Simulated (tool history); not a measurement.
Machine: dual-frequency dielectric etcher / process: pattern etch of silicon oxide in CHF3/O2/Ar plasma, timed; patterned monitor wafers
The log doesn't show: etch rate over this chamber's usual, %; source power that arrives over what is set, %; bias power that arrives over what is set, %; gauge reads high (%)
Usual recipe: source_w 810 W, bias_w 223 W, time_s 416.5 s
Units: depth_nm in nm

run    hour  source_w  bias_w  time_s  wafers since the last listed run  hours since the last wet clean  hours since the last source power generator calibration  hours since the last bias power generator calibration  hours since the last upper electrode change  hours since the gauge calibration  read-back reference wafer on the same gauge, depth_nm  depth_nm
  1       0       810     190   468.5                                 0                           524.6                                                   3090.3                                                 2017.4                                       2688.2                             1216.9                                                  943.6    1184.9
       64.1  -- wet clean of the chamber
  2    64.6       810     223   416.5                               127                             0.5                                                   3154.9                                                   2082                                       2752.8                             1281.5                                                  944.6    1141.7
  3      94       810     223   416.5                                92                            29.9                                                   3184.3                                                 2111.4                                       2782.2                             1310.9                                                  946.4    1149.8
  4   154.8       810     223   416.5                               190                            90.7                                                   3245.1                                                 2172.2                                         2843                             1371.7                                                  947.9    1159.1
  5   209.7       810     223   416.5                               171                           145.6                                                     3300                                                 2227.1                                       2897.9                             1426.6                                                  951.5    1155.9
  6   249.4       810     223   416.5                               124                           185.3                                                   3339.7                                                 2266.8                                       2937.6                             1466.3                                                    954      1155
  7   384.9       810     223   416.5                               424                           320.8                                                   3475.2                                                 2402.3                                       3073.1                             1601.8                                                  959.6    1167.6
  8   495.9       810     223   416.5                               347                           431.8                                                   3586.2                                                 2513.3                                       3184.1                             1712.8                                                  963.5    1170.4
      500.8  -- source power generator calibrated
      612.8  -- wet clean of the chamber
      643.7  -- gauge calibrated
  9   691.6       810     223   416.5                               525                            78.8                                                    190.8                                                   2709                                       3379.8                               47.9                                                  926.2    1129.7
 10   750.2       810     256   416.5                               183                           137.4                                                    249.4                                                 2767.6                                       3438.4                              106.5                                                  927.5    1214.4
 11   807.9       810     223     362                               180                           195.1                                                    307.1                                                 2825.3                                       3496.1                              164.2                                                  926.7     975.9
      822.8  -- bias power generator calibrated
 12   871.1       810     223   416.5                               185                           258.3                                                    370.3                                                   48.3                                       3559.3                              227.4                                                  927.8    1112.1
 13   896.6       810     185   527.5                                79                           283.8                                                    395.8                                                   73.8                                       3584.8                              252.9                                                  928.6    1290.8
 14   968.6       720     223     466                               225                           355.8                                                    467.8                                                  145.8                                       3656.8                              324.9                                                    929    1169.2
 15  1027.5       810     223   416.5                               184                           414.7                                                    526.7                                                  204.7                                       3715.7                              383.8                                                    929    1117.5
 16  1077.9       640     269   416.5                               157                           465.1                                                    577.1                                                  255.1                                       3766.1                              434.2                                                    928    1081.2
 17  1111.6       810     223   416.5                               105                           498.8                                                    610.8                                                  288.8                                       3799.8                              467.9                                                  930.3    1123.8
 18  1153.7       810     170   416.5                               131                           540.9                                                    652.9                                                  330.9                                       3841.9                                510                                                  930.2     962.7
     1207.4  -- upper electrode replaced
 19  1207.9       810     250     368                                94                           595.1                                                    707.1                                                  385.1                                          0.5                              564.2                                                  930.8    1063.1
     1234.1  -- wet clean of the chamber
 20  1253.1       690     223   344.5                                66                              19                                                    752.3                                                  430.3                                         45.7                              609.4                                                    932     847.6
 21  1440.6       810     223   416.5                               587                           206.5                                                    939.8                                                  617.8                                        233.2                              796.9                                                  936.3    1134.8
 22  1501.7       940     196   416.5                               191                           267.6                                                   1000.9                                                  678.9                                        294.3                                858                                                  936.6    1147.5
 23  1539.2       810     192   384.5                               117                           305.1                                                   1038.4                                                  716.4                                        331.8                              895.5                                                  938.8     976.1
 24    1592       640     247   299.5                               165                           357.9                                                   1091.2                                                  769.2                                        384.6                              948.3                                                    941     743.7

Below, some changes in depth_nm between adjacent runs. For each, the amount present without the hidden state too (settings, incoming material, random variation) and the amount remaining for the hidden state with gauge scatter not shared by both compared results:
Run 8 -> 9: source power generator calibrated, wet clean of the chamber, gauge calibrated. depth_nm -40.7 nm: hidden state -46.7, all else +6.
Run 10 -> 11: bias_w 256 -> 223, time_s 416.5 -> 362. depth_nm -238.5 nm: hidden state -1.5, all else -237.
Run 20 -> 21: source_w 690 -> 810, time_s 344.5 -> 416.5. depth_nm +287.2 nm: hidden state +8.7, all else +278.5.

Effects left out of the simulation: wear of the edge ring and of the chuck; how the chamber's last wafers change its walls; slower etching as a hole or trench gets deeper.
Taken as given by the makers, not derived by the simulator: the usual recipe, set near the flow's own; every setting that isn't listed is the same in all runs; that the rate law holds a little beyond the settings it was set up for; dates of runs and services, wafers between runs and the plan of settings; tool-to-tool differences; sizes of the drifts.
